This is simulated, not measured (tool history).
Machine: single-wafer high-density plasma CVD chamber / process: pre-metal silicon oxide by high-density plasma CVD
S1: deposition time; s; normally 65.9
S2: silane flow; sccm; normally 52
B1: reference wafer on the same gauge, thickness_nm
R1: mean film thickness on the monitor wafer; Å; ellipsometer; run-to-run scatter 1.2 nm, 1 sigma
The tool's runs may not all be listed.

run    hour    S1  S2       B1       R1
  1     0.0  65.9  52  282.707  3269.88
  2    65.3  65.9  52  282.592  3263.95
  3   106.4  65.9  52  282.665  3276.46
  4   166.2  65.9  52  282.754  3277.93
  5   220.5  65.9  52  282.573  3256.23
  6   263.7  65.9  52  283.263  3261.90
  7   478.3  73.1  57  282.323  3985.56
  8   533.6  73.1  57  283.117  3974.88
  9   561.1  73.1  57  282.988  3979.74
 10   625.2  65.9  52  283.009  3295.89
 11   696.9  65.9  52  282.848  3278.25
      724.8  -- silane flow controller replaced
 12   738.8  65.9  47  282.839  2773.51
 13   789.9  65.9  52  282.945  3082.06
 14   850.9  65.9  52  282.983  3078.02
 15   884.5  65.9  52  282.732  3084.28
 16   925.0  56.9  55  282.662  2841.02
 17   962.4  53.5  46  283.201  2226.23
 18   995.5  75.6  59  283.201  4047.39
 19  1043.2  61.0  44  283.121  2459.58
 20  1086.7  61.3  52  282.815  2913.60
 21  1141.9  56.7  61  282.884  3148.44
 22  1200.9  65.9  52  282.924  3121.27
 23  1248.6  65.9  52  283.143  3159.23
 24  1289.9  65.9  52  283.365  3161.18
     1336.2  -- gauge calibrated
 25  1341.8  57.8  43  282.864  2297.34
 26  1387.7  73.0  44  282.779  2965.54
 27  1470.7  57.8  43  282.737  2314.87
 28  1505.8  61.0  44  282.736  2499.89
 29  1546.7  59.0  49  282.844  2670.56
 30  1615.6  78.1  48  282.745  3486.63
 31  1669.7  77.2  46  283.354  3337.57
 32  1695.6  65.9  48  282.667  2944.42
 33  1752.7  65.9  52  283.160  3199.06

Below, some changes in R1 between adjacent runs. For each, the amount present without the hidden state too (settings, incoming material, random variation) and the amount remaining for the hidden state with gauge scatter not shared by both compared results:
Unlogged tool condition in this case: delivered silane flow above the setpoint (%); gauge reads high (%).
Run 6 -> 7: S1 65.9 -> 73.1, S2 52 -> 57. R1 +723.66 Å: hidden state +44.26, all else +679.40.
Run 9 -> 10: S1 73.1 -> 65.9, S2 57 -> 52. R1 -683.85 Å: hidden state -37.80, all else -646.05.
Run 11 -> 12: S2 52 -> 47, silane flow controller replaced. R1 -504.74 Å: hidden state -210.73, all else -294.01.
Run 17 -> 18: S1 53.5 -> 75.6, S2 46 -> 59. R1 +1821.16 Å: hidden state +14.68, all else +1806.48.
Run 18 -> 19: S1 75.6 -> 61.0, S2 59 -> 44. R1 -1587.81 Å: hidden state -4.05, all else -1583.76.
Run 24 -> 25: S1 65.9 -> 57.8, S2 52 -> 43, gauge calibrated. R1 -863.84 Å: hidden state -11.70, all else -852.14.
